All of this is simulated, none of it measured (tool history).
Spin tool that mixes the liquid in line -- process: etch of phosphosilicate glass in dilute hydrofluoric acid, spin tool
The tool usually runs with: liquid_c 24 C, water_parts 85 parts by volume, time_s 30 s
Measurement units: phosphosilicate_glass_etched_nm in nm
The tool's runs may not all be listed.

| run | day | liquid_c | water_parts | time_s | wafers since the last listed run | hours since the thermometer was replaced | hours since the hydrofluoric acid flow meter was replaced | hours since the gauge calibration | read-back film thickness of the phosphosilicate glass reference wafer, read on the same gauge (nm) | phosphosilicate_glass_etched_nm |
|---|---|---|---|---|---|---|---|---|---|---|
| 1 | 0 | 24 | 85 | 30 | 0 | 656.7 | 1986.8 | 128.7 | 59.99 | 35.76 |
| 2 | 0.275 | 24 | 85 | 30 | 120 | 663.3 | 1993.4 | 135.3 | 60.01 | 35.08 |
| 3 | 0.642 | 24 | 85 | 30 | 161 | 672.1 | 2002.2 | 144.1 | 59.99 | 35.41 |
| 4 | 0.9 | 24 | 70 | 30 | 113 | 678.3 | 2008.4 | 150.3 | 60 | 43.94 |
| 5 | 1.612 | 24 | 70 | 30 | 313 | 695.4 | 2025.5 | 167.4 | 59.99 | 44.84 |
| 6 | 2.342 | 24 | 85 | 30 | 320 | 712.9 | 2043 | 184.9 | 59.99 | 34.93 |
| 7 | 2.971 | 24 | 85 | 30 | 276 | 728 | 2058.1 | 200 | 60 | 35.33 |
| 8 | 3.65 | 24 | 85 | 30 | 298 | 744.3 | 2074.4 | 216.3 | 60.01 | 35.51 |
| 9 | 4.025 | 24 | 85 | 20 | 164 | 753.3 | 2083.4 | 225.3 | 60.01 | 23.53 |
|  | 4.421 | thermometer replaced |
| 10 | 4.442 | 24 | 85 | 20 | 164 | 0.5 | 2093.4 | 235.3 | 60.01 | 23.75 |
|  | 5.075 | gauge calibrated |
| 11 | 5.125 | 24 | 85 | 20 | 300 | 16.9 | 2109.8 | 1.2 | 60 | 23.51 |
| 12 | 5.475 | 24 | 95 | 30 | 153 | 25.3 | 2118.2 | 9.6 | 59.99 | 31.14 |
| 13 | 5.879 | 24 | 85 | 30 | 177 | 35 | 2127.9 | 19.3 | 60 | 35.6 |
| 14 | 6.317 | 24 | 85 | 30 | 192 | 45.5 | 2138.4 | 29.8 | 60.01 | 35.58 |
| 15 | 6.717 | 25.5 | 85 | 30 | 175 | 55.1 | 2148 | 39.4 | 60 | 37.89 |
| 16 | 6.992 | 24 | 120 | 15 | 120 | 61.7 | 2154.6 | 46 | 60.01 | 12.1 |
| 17 | 7.254 | 22.5 | 70 | 45 | 115 | 68 | 2160.9 | 52.3 | 60 | 62.29 |
| 18 | 7.846 | 22 | 55 | 30 | 260 | 82.2 | 2175.1 | 66.5 | 60.01 | 52.7 |
|  | 9.483 | hydrofluoric acid flow meter replaced |
| 19 | 9.542 | 24 | 85 | 30 | 727 | 122.9 | 1.4 | 107.2 | 60 | 35.53 |
| 20 | 9.858 | 24 | 85 | 40 | 139 | 130.5 | 9 | 114.8 | 59.98 | 47.31 |
| 21 | 10.25 | 22.5 | 120 | 40 | 172 | 139.9 | 18.4 | 124.2 | 59.99 | 29.99 |
| 22 | 10.529 | 27 | 115 | 40 | 122 | 146.6 | 25.1 | 130.9 | 59.98 | 37.62 |
| 23 | 11.262 | 26 | 115 | 15 | 322 | 164.2 | 42.7 | 148.5 | 60.01 | 13.88 |
| 24 | 11.617 | 24 | 85 | 30 | 155 | 172.7 | 51.2 | 157 | 60 | 35.81 |
| 25 | 12.054 | 21 | 70 | 20 | 192 | 183.2 | 61.7 | 167.5 | 60.01 | 25.89 |
| 26 | 12.654 | 25.5 | 65 | 25 | 263 | 197.6 | 76.1 | 181.9 | 59.99 | 42.17 |
| 27 | 13.021 | 24 | 85 | 30 | 161 | 206.4 | 84.9 | 190.7 | 59.99 | 35.39 |

Take each entry between the runs: how does the hidden state at the last listed run before it differ from the hidden state at the first listed run after it?
From run 9 to run 10: thermometer replaced (day 4.421)
  no hidden state differs between the two runs
From run 10 to run 11: gauge calibrated (day 5.075)
  no hidden state differs between the two runs
From run 18 to run 19: hydrofluoric acid flow meter replaced (day 9.483)
  no hidden state differs between the two runs
